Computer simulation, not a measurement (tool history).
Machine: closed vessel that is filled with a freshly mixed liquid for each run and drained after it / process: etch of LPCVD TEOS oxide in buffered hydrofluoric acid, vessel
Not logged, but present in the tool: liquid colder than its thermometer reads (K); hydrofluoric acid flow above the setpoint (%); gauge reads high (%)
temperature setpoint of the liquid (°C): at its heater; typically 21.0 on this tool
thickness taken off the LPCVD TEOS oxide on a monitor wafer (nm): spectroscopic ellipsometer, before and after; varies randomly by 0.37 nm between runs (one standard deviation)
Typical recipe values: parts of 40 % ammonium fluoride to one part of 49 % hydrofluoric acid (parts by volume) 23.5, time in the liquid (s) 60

run    hour  temperature setpoint of the liquid (°C)  parts of 40 % ammonium fluoride to one part of 49 % hydrofluoric acid (parts by volume)  time in the liquid (s)  wafers since the last listed run  hours since the thermometer was replaced  hours since the hydrofluoric acid flow meter was replaced  hours since the gauge calibration  read-back film thickness of the LPCVD TEOS oxide reference wafer, read on the same gauge (nm)  thickness taken off the LPCVD TEOS oxide on a monitor wafer (nm)
  1     0.0                                     23.0                                                                                     23.5                      60                                 0                                    1013.4                                                      442.3                               70.0                                                                                         139.99                                                            101.69
  2    73.9                                     21.0                                                                                     23.5                      60                             10860                                    1087.3                                                      516.2                              143.9                                                                                         139.98                                                             91.62
  3   200.4                                     21.0                                                                                     23.5                      60                             18590                                    1213.8                                                      642.7                              270.4                                                                                         140.05                                                             91.28
  4   264.2                                     21.0                                                                                     23.5                      60                              9376                                    1277.6                                                      706.5                              334.2                                                                                         140.06                                                             91.78
  5   311.4                                     17.5                                                                                     23.5                      60                              6936                                    1324.8                                                      753.7                              381.4                                                                                         140.03                                                             75.43
  6   384.4                                     17.5                                                                                     23.5                      60                             10728                                    1397.8                                                      826.7                              454.4                                                                                         140.12                                                             75.73
  7   452.6                                     17.5                                                                                     23.5                      60                             10022                                    1466.0                                                      894.9                              522.6                                                                                         140.16                                                             75.05
  8   509.9                                     21.0                                                                                     23.5                      60                              8420                                    1523.3                                                      952.2                              579.9                                                                                         140.25                                                             91.74
  9   603.2                                     21.0                                                                                     23.5                      60                             13711                                    1616.6                                                     1045.5                              673.2                                                                                         140.31                                                             91.53
 10   646.7                                     21.0                                                                                     23.5                      60                              6392                                    1660.1                                                     1089.0                              716.7                                                                                         140.36                                                             91.80
 11   739.0                                     21.0                                                                                     23.5                      60                             13564                                    1752.4                                                     1181.3                              809.0                                                                                         140.51                                                             91.97
 12   776.9                                     21.0                                                                                     23.5                      60                              5569                                    1790.3                                                     1219.2                              846.9                                                                                         140.53                                                             92.40
 13   822.4                                     21.0                                                                                     23.5                      60                              6686                                    1835.8                                                     1264.7                              892.4                                                                                         140.62                                                             91.93
      879.8  -- thermometer replaced
 14   927.7                                     21.0                                                                                     15.0                      60                             15327                                      47.9                                                     1370.0                              997.7                                                                                         140.74                                                            137.16
 15  1008.5                                     21.0                                                                                     23.5                      70                             11874                                     128.7                                                     1450.8                             1078.5                                                                                         140.92                                                            107.01
 16  1060.6                                     17.5                                                                                     17.0                      50                              7656                                     180.8                                                     1502.9                             1130.6                                                                                         140.98                                                             82.57
 17  1103.8                                     17.0                                                                                     19.0                      60                              6348                                     224.0                                                     1546.1                             1173.8                                                                                         141.08                                                             85.83
 18  1144.8                                     24.5                                                                                     27.0                      80                              6025                                     265.0                                                     1587.1                             1214.8                                                                                         141.19                                                            136.05
 19  1201.1                                     21.0                                                                                     23.5                      60                              8273                                     321.3                                                     1643.4                             1271.1                                                                                         141.30                                                             92.37
 20  1290.9                                     25.5                                                                                     23.5                      70                             13196                                     411.1                                                     1733.2                             1360.9                                                                                         141.49                                                            138.05
     1319.7  -- hydrofluoric acid flow meter replaced
 21  1393.1                                     21.0                                                                                     16.0                      60                             14872                                     513.3                                                       73.4                             1463.1                                                                                         141.72                                                            128.78
 22  1644.9                                     21.0                                                                                     23.5                      30                             37004                                     765.1                                                      325.2                             1714.9                                                                                         142.41                                                             46.47
 23  1709.8                                     18.5                                                                                     23.5                      85                              9537                                     830.0                                                      390.1                             1779.8                                                                                         142.56                                                            115.14
 24  1780.9                                     25.0                                                                                     23.5                      60                             10448                                     901.1                                                      461.2                             1850.9                                                                                         142.80                                                            117.05
     1791.5  -- gauge calibrated
 25  1868.8                                     17.5                                                                                     26.5                      60                             12917                                     989.0                                                      549.1                               77.3                                                                                         139.71                                                             68.81

Run 26, settings as shown, results not yet in. Your forecast:
 26  1970.7                                     21.0                                                                                     23.5                      60                             14975                                    1090.9                                                      651.0                              179.2                                                                                              ?                                                                 ?

read-back film thickness of the LPCVD TEOS oxide reference wafer, read on the same gauge (nm): 139.72
thickness taken off the LPCVD TEOS oxide on a monitor wafer (nm): 91.20
With the hidden condition absent and the run-to-run variation left alone, this run would have shown thickness taken off the LPCVD TEOS oxide on a monitor wafer (nm) 91.39.

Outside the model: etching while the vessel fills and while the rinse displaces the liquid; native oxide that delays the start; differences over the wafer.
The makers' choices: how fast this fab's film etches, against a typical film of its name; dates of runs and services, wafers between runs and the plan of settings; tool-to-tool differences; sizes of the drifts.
